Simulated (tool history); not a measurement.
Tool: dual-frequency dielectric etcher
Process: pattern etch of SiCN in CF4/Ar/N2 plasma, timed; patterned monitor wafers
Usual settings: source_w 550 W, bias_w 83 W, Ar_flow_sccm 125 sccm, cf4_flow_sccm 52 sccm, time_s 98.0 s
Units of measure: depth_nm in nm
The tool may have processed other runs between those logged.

run,hour,source_w,bias_w,Ar_flow_sccm,cf4_flow_sccm,time_s,"read-back reference wafer on the same gauge, depth_nm",depth_nm
1,0.0,550,83,125,52,98.0,82.0,94.0
2,8.1,550,83,125,52,98.0,82.2,94.1
3,17.8,550,83,125,52,98.0,82.1,94.8
4,26.2,550,83,125,52,98.0,82.2,94.0
# hour 73.5: wet clean of the chamber
5,74.0,550,83,125,52,98.0,82.0,89.7
6,74.4,550,83,125,52,98.0,82.0,90.0
7,74.7,550,83,117,52,98.0,82.2,91.5
# hour 82.9: Ar flow controller replaced
# hour 84.1: CF4 flow controller replaced
8,84.6,550,83,125,52,98.0,82.1,89.4
9,95.3,550,83,125,52,98.0,82.1,89.6
10,107.7,630,83,101,52,71.0,82.1,78.1
# hour 117.3: bias power generator calibrated
11,117.8,550,95,125,47,98.0,82.1,94.3
# hour 118.8: gauge calibrated
# hour 133.6: source power generator calibrated
12,134.1,550,103,107,52,90.5,82.1,93.7
# hour 164.3: upper electrode replaced
13,164.8,550,83,125,52,98.0,82.2,90.2
14,165.1,550,91,125,44,98.0,82.1,92.5
15,171.6,550,83,125,52,98.0,82.0,90.4
16,199.9,550,83,125,56,98.0,82.1,91.8
17,212.6,550,95,125,48,82.0,82.0,79.6
18,219.3,430,83,125,52,98.0,82.2,69.4

Each row is a separate what-if for the run after 18, all from the same tool condition, not one after another. Results?
A,219.7,550,83,125,52,98.0,?,?
B,219.7,550,83,151,52,98.0,?,?
C,219.7,550,101,125,52,98.0,?,?
D,219.7,420,93,114,52,98.0,?,?

run,"read-back reference wafer on the same gauge, depth_nm",depth_nm
A,82.2,90.3
B,82.2,87.4
C,82.2,98.7
D,82.2,72.3
Had the tool no hidden state, the same runs would have come out as:
run,depth_nm
A,89.3
B,86.4
C,97.6
D,71.5

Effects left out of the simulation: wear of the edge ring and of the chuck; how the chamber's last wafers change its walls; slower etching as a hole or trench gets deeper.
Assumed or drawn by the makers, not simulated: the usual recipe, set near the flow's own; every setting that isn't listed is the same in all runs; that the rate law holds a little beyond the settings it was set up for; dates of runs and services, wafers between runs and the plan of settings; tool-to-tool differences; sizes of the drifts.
